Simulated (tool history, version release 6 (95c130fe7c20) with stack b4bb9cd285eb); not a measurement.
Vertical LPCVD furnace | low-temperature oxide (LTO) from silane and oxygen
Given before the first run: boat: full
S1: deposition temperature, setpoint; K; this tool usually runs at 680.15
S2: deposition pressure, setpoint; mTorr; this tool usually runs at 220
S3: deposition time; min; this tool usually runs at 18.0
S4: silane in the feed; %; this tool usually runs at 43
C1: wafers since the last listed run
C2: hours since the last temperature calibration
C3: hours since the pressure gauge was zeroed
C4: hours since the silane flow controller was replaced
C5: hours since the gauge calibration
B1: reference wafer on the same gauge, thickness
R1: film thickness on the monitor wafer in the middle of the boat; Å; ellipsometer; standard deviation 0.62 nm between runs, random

Run 1, hour 0.0: usual settings; C1 0; C2 3486.3; C3 3550.7; C4 3472.6; C5 984.6; B1 178.93. Result: R1 2083.4 Å.
Run 2, hour 38.0: usual settings; C1 467; C2 3524.3; C3 3588.7; C4 3510.6; C5 1022.6; B1 179.28. Result: R1 2088.4 Å.
Run 3, hour 127.7: usual settings; C1 1103; C2 3614.0; C3 3678.4; C4 3600.3; C5 1112.3; B1 179.16. Result: R1 2086.7 Å.
Run 4, hour 176.7: usual settings; C1 602; C2 3663.0; C3 3727.4; C4 3649.3; C5 1161.3; B1 178.76. Result: R1 2100.5 Å.
Run 5, hour 244.8: usual settings; C1 837; C2 3731.1; C3 3795.5; C4 3717.4; C5 1229.4; B1 179.11. Result: R1 2092.5 Å.
Run 6, hour 342.6: usual settings; C1 1203; C2 3828.9; C3 3893.3; C4 3815.2; C5 1327.2; B1 178.94. Result: R1 2097.4 Å.
Run 7, hour 449.9: usual settings; C1 1319; C2 3936.2; C3 4000.6; C4 3922.5; C5 1434.5; B1 179.07. Result: R1 2113.5 Å.
Run 8, hour 486.4: usual settings; C1 448; C2 3972.7; C3 4037.1; C4 3959.0; C5 1471.0; B1 178.99. Result: R1 2109.7 Å.
Run 9, hour 541.7: usual settings but S2 195 mTorr, S3 15.0 min; C1 680; C2 4028.0; C3 4092.4; C4 4014.3; C5 1526.3; B1 179.02. Result: R1 1564.7 Å.
Run 10, hour 592.0: usual settings but S2 195 mTorr, S3 15.0 min; C1 618; C2 4078.3; C3 4142.7; C4 4064.6; C5 1576.6; B1 178.90. Result: R1 1559.3 Å.
At hour 715.5: thermocouples replaced and temperature profile calibrated.
At hour 854.5: silane flow controller replaced.
Run 11, hour 855.0: usual settings but S2 195 mTorr, S3 15.0 min; C1 2644; C2 139.5; C3 4405.7; C4 0.5; C5 1839.6; B1 179.16. Result: R1 1488.5 Å.
Run 12, hour 944.3: usual settings but S1 691.15 K, S2 180 mTorr, S3 15.0 min, S4 47 %; C1 1098; C2 228.8; C3 4495.0; C4 89.8; C5 1928.9; B1 179.14. Result: R1 1656.5 Å.
At hour 994.0: pressure gauge zeroed.
Run 13, hour 1019.7: usual settings but S1 691.15 K, S2 165 mTorr, S4 46 %; C1 632; C2 304.2; C3 25.7; C4 165.2; C5 2004.3; B1 178.97. Result: R1 1796.2 Å.
Run 14, hour 1061.1: usual settings; C1 509; C2 345.6; C3 67.1; C4 206.6; C5 2045.7; B1 179.01. Result: R1 2022.4 Å.
Run 15, hour 1109.8: usual settings but S4 41 %; C1 599; C2 394.3; C3 115.8; C4 255.3; C5 2094.4; B1 179.01. Result: R1 1909.9 Å.
Run 16, hour 1177.0: usual settings but S3 24.0 min; C1 826; C2 461.5; C3 183.0; C4 322.5; C5 2161.6; B1 178.99. Result: R1 2694.3 Å.
Run 17, hour 1228.7: usual settings; C1 635; C2 513.2; C3 234.7; C4 374.2; C5 2213.3; B1 179.12. Result: R1 2003.8 Å.
Run 18, hour 1283.0: usual settings; C1 667; C2 567.5; C3 289.0; C4 428.5; C5 2267.6; B1 179.11. Result: R1 2004.9 Å.
Run 19, hour 1389.7: usual settings but S1 673.15 K, S3 15.5 min; C1 1312; C2 674.2; C3 395.7; C4 535.2; C5 2374.3; B1 178.97. Result: R1 1607.5 Å.
At hour 1431.6: gauge calibrated.
Run 20, hour 1452.7: usual settings but S2 275 mTorr; C1 774; C2 737.2; C3 458.7; C4 598.2; C5 21.1; B1 178.96. Result: R1 2518.3 Å.
Run 21, hour 1491.3: usual settings; C1 474; C2 775.8; C3 497.3; C4 636.8; C5 59.7; B1 178.95. Result: R1 1999.8 Å.
Run 22, hour 1562.6: usual settings but S1 669.15 K, S2 195 mTorr; C1 877; C2 847.1; C3 568.6; C4 708.1; C5 131.0; B1 178.91. Result: R1 1589.7 Å.
Run 23, hour 1630.1: usual settings but S2 170 mTorr, S4 39 %; C1 830; C2 914.6; C3 636.1; C4 775.6; C5 198.5; B1 179.00. Result: R1 1386.1 Å.
Run 24, hour 1695.4: usual settings but S2 265 mTorr, S3 25.0 min, S4 39 %; C1 803; C2 979.9; C3 701.4; C4 840.9; C5 263.8; B1 178.97. Result: R1 3019.0 Å.
Run 25, hour 1762.0: usual settings but S1 684.15 K, S2 175 mTorr; C1 819; C2 1046.5; C3 768.0; C4 907.5; C5 330.4; B1 179.09. Result: R1 1675.3 Å.
Run 26, hour 1838.9: usual settings but S1 692.15 K; C1 945; C2 1123.4; C3 844.9; C4 984.4; C5 407.3; B1 179.27. Result: R1 2292.4 Å.
Run 27, hour 1912.4: usual settings but S1 672.15 K, S2 260 mTorr, S4 35 %; C1 904; C2 1196.9; C3 918.4; C4 1057.9; C5 480.8; B1 178.87. Result: R1 1700.2 Å.
Run 28, hour 2090.0: usual settings but S2 175 mTorr; C1 2184; C2 1374.5; C3 1096.0; C4 1235.5; C5 658.4; B1 178.84. Result: R1 1607.4 Å.
Run 29, hour 2138.0: usual settings; C1 590; C2 1422.5; C3 1144.0; C4 1283.5; C5 706.4; B1 178.99. Result: R1 2020.9 Å.
Run 30, hour 2217.4: usual settings but S4 46 %; C1 976; C2 1501.9; C3 1223.4; C4 1362.9; C5 785.8; B1 179.09. Result: R1 2164.9 Å.
Run 31, hour 2294.8: usual settings; C1 952; C2 1579.3; C3 1300.8; C4 1440.3; C5 863.2; B1 179.11. Result: R1 2014.0 Å.
Run 32, hour 2374.7: usual settings; C1 982; C2 1659.2; C3 1380.7; C4 1520.2; C5 943.1; B1 179.20. Result: R1 2023.6 Å.

Predict each of these 3 candidate next runs independently; none follows another, all start after run 32:
Run A, hour 2378.9: usual settings but S3 23.0 min; C1 51; C2 1663.4; C3 1384.9; C4 1524.4; C5 947.3; B1 ?. Result: R1 ?.
Run B, hour 2378.9: usual settings but S1 691.15 K, S2 240 mTorr, S3 22.0 min; C1 51; C2 1663.4; C3 1384.9; C4 1524.4; C5 947.3; B1 ?. Result: R1 ?.
Run C, hour 2378.9: usual settings but S1 688.15 K; C1 51; C2 1663.4; C3 1384.9; C4 1524.4; C5 947.3; B1 ?. Result: R1 ?.

run      B1      R1
  A  178.82  2591.9
  B  178.82  3026.1
  C  178.82  2202.2
Stripped of hidden state, with their random variation kept, the same runs would have yielded:
run      R1
  A  2560.9
  B  2991.3
  C  2176.5

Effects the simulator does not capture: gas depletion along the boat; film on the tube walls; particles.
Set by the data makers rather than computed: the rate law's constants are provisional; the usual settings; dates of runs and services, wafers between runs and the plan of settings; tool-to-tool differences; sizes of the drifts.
